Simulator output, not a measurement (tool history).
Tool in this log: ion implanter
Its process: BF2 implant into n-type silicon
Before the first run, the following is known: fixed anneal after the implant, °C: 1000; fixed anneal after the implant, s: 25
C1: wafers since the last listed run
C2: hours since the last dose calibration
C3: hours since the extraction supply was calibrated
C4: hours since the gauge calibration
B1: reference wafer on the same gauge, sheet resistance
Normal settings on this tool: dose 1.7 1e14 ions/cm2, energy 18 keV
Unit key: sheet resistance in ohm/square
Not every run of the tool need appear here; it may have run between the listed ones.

Run 1, hour 0: usual settings; C1 0; C2 2196.5; C3 2910.1; C4 402.9; B1 729.12. Result: sheet resistance 648.01 ohm/square.
Run 2, hour 32.7: usual settings but dose 1.38 1e14 ions/cm2; C1 560; C2 2229.2; C3 2942.8; C4 435.6; B1 729.37. Result: sheet resistance 772.71 ohm/square.
Run 3, hour 51.3: usual settings but dose 1.38 1e14 ions/cm2; C1 318; C2 2247.8; C3 2961.4; C4 454.2; B1 728.24. Result: sheet resistance 764.93 ohm/square.
Run 4, hour 73.3: usual settings; C1 376; C2 2269.8; C3 2983.4; C4 476.2; B1 727.76. Result: sheet resistance 642.17 ohm/square.
Run 5, hour 87: usual settings; C1 234; C2 2283.5; C3 2997.1; C4 489.9; B1 727.84. Result: sheet resistance 640.99 ohm/square.
At hour 102: gauge calibrated.
Run 6, hour 118: usual settings; C1 530; C2 2314.5; C3 3028.1; C4 16; B1 742.21. Result: sheet resistance 654.64 ohm/square.
Run 7, hour 150.9: usual settings; C1 563; C2 2347.4; C3 3061; C4 48.9; B1 741.71. Result: sheet resistance 653.89 ohm/square.
Run 8, hour 229.8: usual settings but dose 1.6 1e14 ions/cm2, energy 15.5 keV; C1 1351; C2 2426.3; C3 3139.9; C4 127.8; B1 738.72. Result: sheet resistance 694.66 ohm/square.
Run 9, hour 265.7: usual settings but dose 1.6 1e14 ions/cm2, energy 15.5 keV; C1 614; C2 2462.2; C3 3175.8; C4 163.7; B1 737.09. Result: sheet resistance 697.95 ohm/square.
At hour 275.3: extraction supply calibrated.
Run 10, hour 280.4: usual settings but dose 1.6 1e14 ions/cm2, energy 15.5 keV; C1 114; C2 2476.9; C3 5.1; C4 178.4; B1 737.36. Result: sheet resistance 693.22 ohm/square.
Run 11, hour 312.5: usual settings; C1 549; C2 2509; C3 37.2; C4 210.5; B1 734.95. Result: sheet resistance 649.99 ohm/square.
Run 12, hour 328.2: usual settings; C1 268; C2 2524.7; C3 52.9; C4 226.2; B1 735.88. Result: sheet resistance 646.41 ohm/square.
Run 13, hour 420: usual settings; C1 1572; C2 2616.5; C3 144.7; C4 318; B1 733.77. Result: sheet resistance 648.22 ohm/square.
Run 14, hour 453.5: usual settings; C1 573; C2 2650; C3 178.2; C4 351.5; B1 732.16. Result: sheet resistance 644 ohm/square.
At hour 465.2: Faraday cup replaced and dose calibrated.
Run 15, hour 477.3: usual settings; C1 270; C2 12.1; C3 202; C4 375.3; B1 731.72. Result: sheet resistance 643.53 ohm/square.
Run 16, hour 495.9: usual settings; C1 318; C2 30.7; C3 220.6; C4 393.9; B1 731.38. Result: sheet resistance 639.26 ohm/square.
Run 17, hour 510.2: usual settings but dose 1.84 1e14 ions/cm2, energy 23 keV; C1 244; C2 45; C3 234.9; C4 408.2; B1 731.59. Result: sheet resistance 584.88 ohm/square.
Run 18, hour 545.4: usual settings but dose 2.17 1e14 ions/cm2, energy 12.5 keV; C1 602; C2 80.2; C3 270.1; C4 443.4; B1 729.33. Result: sheet resistance 545.28 ohm/square.
Run 19, hour 576.7: usual settings; C1 536; C2 111.5; C3 301.4; C4 474.7; B1 729. Result: sheet resistance 640.78 ohm/square.
Run 20, hour 607.9: usual settings but dose 1.91 1e14 ions/cm2, energy 15.5 keV; C1 534; C2 142.7; C3 332.6; C4 505.9; B1 728.92. Result: sheet resistance 594.06 ohm/square.
Run 21, hour 624.1: usual settings but dose 1.34 1e14 ions/cm2, energy 13.5 keV; C1 277; C2 158.9; C3 348.8; C4 522.1; B1 726.59. Result: sheet resistance 819.31 ohm/square.
Run 22, hour 651.8: usual settings but dose 1.34 1e14 ions/cm2, energy 13.5 keV; C1 474; C2 186.6; C3 376.5; C4 549.8; B1 725.77. Result: sheet resistance 815.99 ohm/square.
Run 23, hour 665.6: usual settings; C1 236; C2 200.4; C3 390.3; C4 563.6; B1 726.03. Result: sheet resistance 636.8 ohm/square.
At hour 671.3: gauge calibrated.
Run 24, hour 698.5: usual settings but dose 2.19 1e14 ions/cm2, energy 15.5 keV; C1 563; C2 233.3; C3 423.2; C4 27.2; B1 744.76. Result: sheet resistance 534.06 ohm/square.
Run 25, hour 710.7: usual settings but dose 1.24 1e14 ions/cm2, energy 15.5 keV; C1 208; C2 245.5; C3 435.4; C4 39.4; B1 743.64. Result: sheet resistance 880.76 ohm/square.
Run 26, hour 741.5: usual settings but dose 1.38 1e14 ions/cm2, energy 22 keV; C1 527; C2 276.3; C3 466.2; C4 70.2; B1 742.85. Result: sheet resistance 770.85 ohm/square.
Run 27, hour 769.7: usual settings but dose 1.97 1e14 ions/cm2, energy 22.5 keV; C1 483; C2 304.5; C3 494.4; C4 98.4; B1 740.78. Result: sheet resistance 561.54 ohm/square.
Run 28, hour 799.3: usual settings but energy 23.5 keV; C1 506; C2 334.1; C3 524; C4 128; B1 740.05. Result: sheet resistance 636.48 ohm/square.
Run 29, hour 831.9: usual settings but dose 1.23 1e14 ions/cm2, energy 20.5 keV; C1 558; C2 366.7; C3 556.6; C4 160.6; B1 740.76. Result: sheet resistance 849.81 ohm/square.
Run 30, hour 852.6: usual settings but dose 1.47 1e14 ions/cm2, energy 20 keV; C1 354; C2 387.4; C3 577.3; C4 181.3; B1 740.43. Result: sheet resistance 738.47 ohm/square.

Predict each of these 5 candidate next runs independently; none follows another, all start after run 30:
Run A, hour 853: usual settings; C1 6; C2 387.8; C3 577.7; C4 181.7; B1 ?. Result: sheet resistance ?.
Run B, hour 853: usual settings but dose 1.45 1e14 ions/cm2, energy 23.5 keV; C1 6; C2 387.8; C3 577.7; C4 181.7; B1 ?. Result: sheet resistance ?.
Run C, hour 853: usual settings but dose 1.84 1e14 ions/cm2; C1 6; C2 387.8; C3 577.7; C4 181.7; B1 ?. Result: sheet resistance ?.
Run D, hour 853: usual settings but dose 1.96 1e14 ions/cm2, energy 20.5 keV; C1 6; C2 387.8; C3 577.7; C4 181.7; B1 ?. Result: sheet resistance ?.
Run E, hour 853: usual settings but dose 1.4 1e14 ions/cm2, energy 16 keV; C1 6; C2 387.8; C3 577.7; C4 181.7; B1 ?. Result: sheet resistance ?.

run     B1  sheet resistance
  A  739.1            647.64
  B  739.1             719.8
  C  739.1            604.22
  D  739.1            564.37
  E  739.1            779.31
With the hidden condition removed and each run's random variation left untouched, the same runs would have given:
run  sheet resistance
  A            649.78
  B            722.17
  C            606.21
  D            566.23
  E            781.88
